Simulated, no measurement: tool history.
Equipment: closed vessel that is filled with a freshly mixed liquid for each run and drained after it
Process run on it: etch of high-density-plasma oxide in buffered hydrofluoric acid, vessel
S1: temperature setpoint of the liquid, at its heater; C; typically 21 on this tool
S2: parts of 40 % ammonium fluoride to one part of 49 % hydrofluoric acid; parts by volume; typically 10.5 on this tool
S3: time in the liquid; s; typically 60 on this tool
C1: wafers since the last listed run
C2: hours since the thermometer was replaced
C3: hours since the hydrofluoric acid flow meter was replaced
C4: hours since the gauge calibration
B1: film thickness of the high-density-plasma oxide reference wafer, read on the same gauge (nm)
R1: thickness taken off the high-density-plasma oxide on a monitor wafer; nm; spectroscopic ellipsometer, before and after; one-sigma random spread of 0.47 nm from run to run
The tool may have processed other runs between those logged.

run   hour    S1    S2  S3    C1     C2      C3     C4      B1      R1
  1      0    21  10.5  70     0    395  2053.1  173.3     100   68.23
  2   23.3    21  10.5  70  2841  418.3  2076.4  196.6   99.98   68.31
  3   44.1    21  10.5  70  2536  439.1  2097.2  217.4   99.98   67.35
  4   64.3    21  10.5  60  2463  459.3  2117.4  237.6  100.01   58.36
  5   88.1    21  10.5  60  2902  483.1  2141.2  261.4     100   58.23
  6  116.9    21  10.5  60  3511  511.9    2170  290.2  100.01   57.72
  7  142.4    21  10.5  60  3109  537.4  2195.5  315.7   99.99   57.95
  8    155    21  10.5  60  1536    550  2208.1  328.3     100   57.59
  9  171.2    21  10.5  60  1975  566.2  2224.3  344.5  100.01   57.56
 10  193.4    21  10.5  60  2706  588.4  2246.5  366.7     100   56.94
     204.2  -- hydrofluoric acid flow meter replaced
 11  208.7  24.5     7  60  1743  603.7     4.5    382     100  102.24
     214.4  -- gauge calibrated
 12  262.4  24.5    14  60  6547  657.4    58.2     48  100.02   52.44
 13  278.8    21  10.5  60  1999  673.8    74.6   64.4   99.97   56.77
     285.3  -- thermometer replaced
 14  292.6    25  10.5  60  1560    7.3    88.4   78.2   99.98   77.53
 15  337.5    18  10.5  40  5474   52.2   133.3  123.1   99.98   34.17
 16  351.6  24.5  12.5  60  1719   66.3   147.4  137.2   99.99   63.41
 17  380.6    21   9.5  60  3536   95.3   176.4  166.2  100.01   66.98
 18  399.4  24.5   7.5  70  2292  114.1   195.2    185   99.98   117.3

4 options for the next run, each taken on its own from the tool as it stands now. Forecast them:
  A  400.1    21  10.5  50  85  114.8  195.9  185.7   ?   ?
  B  400.1  23.5   8.5  85  85  114.8  195.9  185.7   ?   ?
  C  400.1    18  13.5  90  85  114.8  195.9  185.7   ?   ?
  D  400.1  25.5  10.5  45  85  114.8  195.9  185.7   ?   ?

run      B1      R1
  A  100.01   51.21
  B  100.01  119.16
  C  100.01   60.88
  D  100.01      59
Had the tool no hidden state, the same runs would have come out as:
run     R1
  A   52.1
  B  121.2
  C  61.96
  D     60
